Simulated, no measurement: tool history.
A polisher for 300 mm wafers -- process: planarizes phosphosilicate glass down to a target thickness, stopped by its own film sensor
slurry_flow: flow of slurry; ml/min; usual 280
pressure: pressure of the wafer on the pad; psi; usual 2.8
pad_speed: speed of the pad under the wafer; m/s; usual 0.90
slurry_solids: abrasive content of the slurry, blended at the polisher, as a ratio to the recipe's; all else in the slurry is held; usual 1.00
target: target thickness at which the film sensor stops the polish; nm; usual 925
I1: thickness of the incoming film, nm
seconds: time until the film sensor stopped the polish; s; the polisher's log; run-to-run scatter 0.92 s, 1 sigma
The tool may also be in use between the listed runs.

Run 1, hour 0.0: usual settings but slurry_flow 310 ml/min; I1 1329.4. Result: seconds 70.5 s.
Run 2, hour 9.3: usual settings but slurry_flow 305 ml/min, pressure 2.5 psi; I1 1335.4. Result: seconds 77.8 s.
At hour 19.0: slurry blender recalibrated.
Run 3, hour 25.1: usual settings; I1 1343.0. Result: seconds 74.3 s.
Run 4, hour 32.6: usual settings; I1 1356.5. Result: seconds 78.0 s.
At hour 43.7: conditioning disc replaced and pad reconditioned.
Run 5, hour 47.4: usual settings; I1 1348.7. Result: seconds 74.2 s.
Run 6, hour 60.4: usual settings but slurry_flow 375 ml/min, pressure 1.9 psi, target 1072 nm; I1 1367.9. Result: seconds 75.5 s.
Run 7, hour 74.6: usual settings but slurry_flow 325 ml/min, pressure 2.5 psi, slurry_solids 0.80; I1 1330.9. Result: seconds 92.5 s.
Run 8, hour 81.5: usual settings; I1 1348.3. Result: seconds 75.5 s.
At hour 91.3: worn pad replaced by a new one.
Run 9, hour 113.7: usual settings but slurry_flow 365 ml/min, target 1065 nm; I1 1340.6. Result: seconds 47.9 s.
Run 10, hour 130.3: usual settings; I1 1338.2. Result: seconds 72.8 s.
Run 11, hour 137.5: usual settings but slurry_flow 215 ml/min, pad_speed 1.14 m/s, slurry_solids 0.90, target 842 nm; I1 1363.6. Result: seconds 90.4 s.
Run 12, hour 154.2: usual settings but pad_speed 1.22 m/s, target 963 nm; I1 1348.2. Result: seconds 58.3 s.
At hour 160.6: slurry blender recalibrated.
Run 13, hour 181.5: usual settings; I1 1347.8. Result: seconds 74.5 s.
At hour 185.1: slurry nozzle cleaned.
At hour 185.4: conditioning disc replaced and pad reconditioned.
At hour 189.8: worn pad replaced by a new one.
Run 14, hour 190.3: usual settings but slurry_flow 350 ml/min, pressure 2.1 psi, pad_speed 0.78 m/s, slurry_solids 0.80; I1 1343.6. Result: seconds 120.9 s.
At hour 194.8: head pressure recalibrated.
Run 15, hour 201.8: usual settings but slurry_solids 0.75, target 1034 nm; I1 1332.0. Result: seconds 66.0 s.
Run 16, hour 212.1: usual settings but pad_speed 0.70 m/s; I1 1351.3. Result: seconds 82.0 s.
Run 17, hour 229.0: usual settings but slurry_flow 225 ml/min, pressure 3.4 psi, pad_speed 0.66 m/s, slurry_solids 0.90; I1 1354.0. Result: seconds 77.4 s.
Run 18, hour 235.1: usual settings but slurry_solids 0.80; I1 1346.4. Result: seconds 88.0 s.
Run 19, hour 246.7: usual settings but slurry_solids 1.20, target 854 nm; I1 1338.2. Result: seconds 76.6 s.
Run 20, hour 286.4: usual settings but slurry_flow 255 ml/min; I1 1357.8. Result: seconds 75.9 s.
At hour 297.5: worn pad replaced by a new one.
Run 21, hour 298.0: usual settings but slurry_flow 305 ml/min; I1 1368.7. Result: seconds 78.1 s.
Run 22, hour 302.5: usual settings but pad_speed 1.16 m/s, slurry_solids 0.80; I1 1330.4. Result: seconds 73.2 s.
Run 23, hour 314.1: usual settings; I1 1344.0. Result: seconds 74.0 s.
At hour 321.7: slurry blender recalibrated.
Run 24, hour 323.9: usual settings but pressure 3.4 psi, pad_speed 0.98 m/s, target 1039 nm; I1 1346.1. Result: seconds 42.4 s.

What if the next run were any one of these 5? Each begins from the tool's condition after run 24:
Run A, hour 324.3: usual settings but slurry_solids 1.20; I1 1344.8. Result: seconds ?.
Run B, hour 324.3: usual settings but slurry_flow 325 ml/min, pressure 1.8 psi, slurry_solids 1.25, target 1064 nm; I1 1344.8. Result: seconds ?.
Run C, hour 324.3: usual settings but slurry_flow 310 ml/min, target 820 nm; I1 1344.8. Result: seconds ?.
Run D, hour 324.3: usual settings but slurry_flow 310 ml/min, pressure 2.5 psi, target 783 nm; I1 1344.8. Result: seconds ?.
Run E, hour 324.3: usual settings but pressure 3.4 psi, slurry_solids 1.10; I1 1344.8. Result: seconds ?.

run  seconds
  A     65.4
  B     65.7
  C     90.0
  D    107.9
  E     56.5
With the hidden condition removed and each run's random variation left untouched, the same runs would have given:
run  seconds
  A     65.4
  B     65.7
  C     90.0
  D    107.9
  E     56.5
